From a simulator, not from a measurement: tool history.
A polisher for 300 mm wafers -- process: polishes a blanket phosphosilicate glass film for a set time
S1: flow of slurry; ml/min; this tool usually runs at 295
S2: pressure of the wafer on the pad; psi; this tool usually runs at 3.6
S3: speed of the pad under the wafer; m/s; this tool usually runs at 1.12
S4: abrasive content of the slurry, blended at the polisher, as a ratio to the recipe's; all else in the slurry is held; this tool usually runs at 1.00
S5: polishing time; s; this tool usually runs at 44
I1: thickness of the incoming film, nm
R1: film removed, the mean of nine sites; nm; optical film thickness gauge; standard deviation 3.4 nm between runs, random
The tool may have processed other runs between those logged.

run	day	S1	S2	S3	S4	S5	I1	R1
1	0.000	295	3.6	1.12	1.00	44	4224.7	457.0
# day 0.592: worn pad replaced by a new one
# day 0.746: slurry nozzle cleaned
2	2.238	295	3.6	1.12	1.00	55	4317.7	594.3
3	3.638	295	3.6	1.12	1.20	44	4252.0	516.2
4	5.662	390	3.3	0.80	0.70	44	4184.0	311.5
5	7.129	295	3.6	1.12	1.00	44	4227.3	465.9
6	9.083	345	3.6	1.12	0.85	44	4231.9	432.3
7	10.683	295	4.5	0.92	1.00	44	4286.7	519.1
# day 12.271: slurry blender recalibrated
8	13.292	295	2.8	1.12	1.00	54	4261.0	463.8
9	15.292	295	3.6	1.12	1.00	52	4222.2	544.3
# day 15.908: worn pad replaced by a new one
10	17.750	295	3.6	1.12	1.00	44	4202.0	477.3
# day 18.725: conditioning disc replaced and pad reconditioned
11	18.983	380	2.5	1.12	1.10	44	4214.5	377.2
12	21.554	230	4.6	1.12	0.75	32	4279.0	348.6
13	24.004	195	3.6	1.12	1.00	44	4273.1	446.1
14	25.488	295	4.5	0.92	1.00	44	4258.1	515.1
15	26.521	295	3.6	1.12	1.00	44	4292.6	468.4

The next listed run, before its measurement:
# day 31.921: head pressure recalibrated
# day 32.288: worn pad replaced by a new one
# day 32.379: slurry blender recalibrated
16	34.404	295	4.8	1.12	1.00	58	4226.5	?

{"run 16": {"R1": 804.9}}
Minus the tool's unlogged condition, the same run would have read R1 815.4 nm.
